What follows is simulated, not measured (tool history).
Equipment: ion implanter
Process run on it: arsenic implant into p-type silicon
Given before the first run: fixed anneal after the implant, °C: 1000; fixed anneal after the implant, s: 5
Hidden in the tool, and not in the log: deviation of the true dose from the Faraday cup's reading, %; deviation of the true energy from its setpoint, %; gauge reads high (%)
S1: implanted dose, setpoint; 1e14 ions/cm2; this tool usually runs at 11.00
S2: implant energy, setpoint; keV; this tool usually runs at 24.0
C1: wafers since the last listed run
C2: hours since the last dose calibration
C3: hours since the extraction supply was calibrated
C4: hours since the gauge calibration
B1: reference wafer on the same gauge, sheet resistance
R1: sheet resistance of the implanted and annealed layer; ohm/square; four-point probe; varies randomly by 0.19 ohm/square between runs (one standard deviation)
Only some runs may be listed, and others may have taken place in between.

{"run": 1, "hour": 0.0, "S1": 11.0, "S2": 24.0, "C1": 0, "C2": 1847.1, "C3": 4936.5, "C4": 39.3, "B1": 138.96, "R1": 128.46}
{"run": 2, "hour": 16.4, "S1": 11.0, "S2": 24.0, "C1": 298, "C2": 1863.5, "C3": 4952.9, "C4": 55.7, "B1": 139.03, "R1": 128.14}
{"run": 3, "hour": 27.3, "S1": 11.0, "S2": 29.5, "C1": 198, "C2": 1874.4, "C3": 4963.8, "C4": 66.6, "B1": 138.98, "R1": 118.76}
{"run": 4, "hour": 39.2, "S1": 11.0, "S2": 29.5, "C1": 216, "C2": 1886.3, "C3": 4975.7, "C4": 78.5, "B1": 138.99, "R1": 119.1}
{"run": 5, "hour": 53.9, "S1": 11.0, "S2": 29.5, "C1": 267, "C2": 1901.0, "C3": 4990.4, "C4": 93.2, "B1": 139.0, "R1": 119.13}
{"run": 6, "hour": 67.1, "S1": 13.48, "S2": 24.0, "C1": 240, "C2": 1914.2, "C3": 5003.6, "C4": 106.4, "B1": 139.03, "R1": 119.89}
{"run": 7, "hour": 83.3, "S1": 13.48, "S2": 24.0, "C1": 294, "C2": 1930.4, "C3": 5019.8, "C4": 122.6, "B1": 139.02, "R1": 119.88}
{"run": 8, "hour": 100.5, "S1": 11.0, "S2": 24.0, "C1": 313, "C2": 1947.6, "C3": 5037.0, "C4": 139.8, "B1": 139.01, "R1": 128.31}
{"run": 9, "hour": 109.2, "S1": 11.0, "S2": 24.0, "C1": 158, "C2": 1956.3, "C3": 5045.7, "C4": 148.5, "B1": 139.05, "R1": 128.38}
{"run": 10, "hour": 145.8, "S1": 11.0, "S2": 18.5, "C1": 666, "C2": 1992.9, "C3": 5082.3, "C4": 185.1, "B1": 139.04, "R1": 141.27}
{"hour": 161.8, "done": "extraction supply calibrated"}
{"run": 11, "hour": 162.3, "S1": 11.0, "S2": 18.5, "C1": 154, "C2": 2009.4, "C3": 0.5, "C4": 201.6, "B1": 139.01, "R1": 141.53}
{"run": 12, "hour": 171.1, "S1": 11.0, "S2": 18.5, "C1": 160, "C2": 2018.2, "C3": 9.3, "C4": 210.4, "B1": 139.02, "R1": 141.22}
{"run": 13, "hour": 179.6, "S1": 11.0, "S2": 24.0, "C1": 154, "C2": 2026.7, "C3": 17.8, "C4": 218.9, "B1": 138.98, "R1": 128.51}
{"run": 14, "hour": 194.4, "S1": 11.0, "S2": 18.5, "C1": 269, "C2": 2041.5, "C3": 32.6, "C4": 233.7, "B1": 138.97, "R1": 141.37}
{"run": 15, "hour": 204.7, "S1": 8.94, "S2": 24.0, "C1": 187, "C2": 2051.8, "C3": 42.9, "C4": 244.0, "B1": 138.97, "R1": 141.23}
{"run": 16, "hour": 223.2, "S1": 9.87, "S2": 24.0, "C1": 336, "C2": 2070.3, "C3": 61.4, "C4": 262.5, "B1": 138.95, "R1": 134.29}
{"run": 17, "hour": 237.8, "S1": 9.66, "S2": 19.0, "C1": 265, "C2": 2084.9, "C3": 76.0, "C4": 277.1, "B1": 138.96, "R1": 146.43}
{"hour": 246.5, "done": "gauge calibrated"}
{"run": 18, "hour": 250.4, "S1": 11.0, "S2": 24.0, "C1": 229, "C2": 2097.5, "C3": 88.6, "C4": 3.9, "B1": 139.04, "R1": 128.07}
{"hour": 267.7, "done": "Faraday cup replaced and dose calibrated"}
{"run": 19, "hour": 268.2, "S1": 12.26, "S2": 16.0, "C1": 178, "C2": 0.5, "C3": 106.4, "C4": 21.7, "B1": 138.94, "R1": 144.68}
{"run": 20, "hour": 281.8, "S1": 11.0, "S2": 24.0, "C1": 247, "C2": 14.1, "C3": 120.0, "C4": 35.3, "B1": 139.0, "R1": 128.15}
{"run": 21, "hour": 293.7, "S1": 9.81, "S2": 24.0, "C1": 216, "C2": 26.0, "C3": 131.9, "C4": 47.2, "B1": 139.05, "R1": 134.84}
{"run": 22, "hour": 300.5, "S1": 11.0, "S2": 31.0, "C1": 123, "C2": 32.8, "C3": 138.7, "C4": 54.0, "B1": 139.01, "R1": 117.05}
{"run": 23, "hour": 308.9, "S1": 11.0, "S2": 24.0, "C1": 152, "C2": 41.2, "C3": 147.1, "C4": 62.4, "B1": 138.99, "R1": 128.21}
{"run": 24, "hour": 326.7, "S1": 14.1, "S2": 24.0, "C1": 323, "C2": 59.0, "C3": 164.9, "C4": 80.2, "B1": 138.99, "R1": 118.68}
{"run": 25, "hour": 333.3, "S1": 11.0, "S2": 24.0, "C1": 120, "C2": 65.6, "C3": 171.5, "C4": 86.8, "B1": 138.95, "R1": 128.48}
{"run": 26, "hour": 342.7, "S1": 12.32, "S2": 30.5, "C1": 171, "C2": 75.0, "C3": 180.9, "C4": 96.2, "B1": 139.01, "R1": 112.07}

Below are 3 alternative next runs, each starting from the tool's condition after run 26. Predict each:
{"run": "A", "hour": 343.1, "S1": 11.0, "S2": 24.0, "C1": 7, "C2": 75.4, "C3": 181.3, "C4": 96.6, "B1": "?", "R1": "?"}
{"run": "B", "hour": 343.1, "S1": 8.6, "S2": 24.0, "C1": 7, "C2": 75.4, "C3": 181.3, "C4": 96.6, "B1": "?", "R1": "?"}
{"run": "C", "hour": 343.1, "S1": 13.64, "S2": 16.5, "C1": 7, "C2": 75.4, "C3": 181.3, "C4": 96.6, "B1": "?", "R1": "?"}

run=A B1=138.97 R1=128.27
run=B B1=138.97 R1=143.53
run=C B1=138.97 R1=139.70
With the hidden condition removed and each run's random variation left untouched, the same runs would have given:
run=A R1=128.27
run=B R1=143.53
run=C R1=139.70

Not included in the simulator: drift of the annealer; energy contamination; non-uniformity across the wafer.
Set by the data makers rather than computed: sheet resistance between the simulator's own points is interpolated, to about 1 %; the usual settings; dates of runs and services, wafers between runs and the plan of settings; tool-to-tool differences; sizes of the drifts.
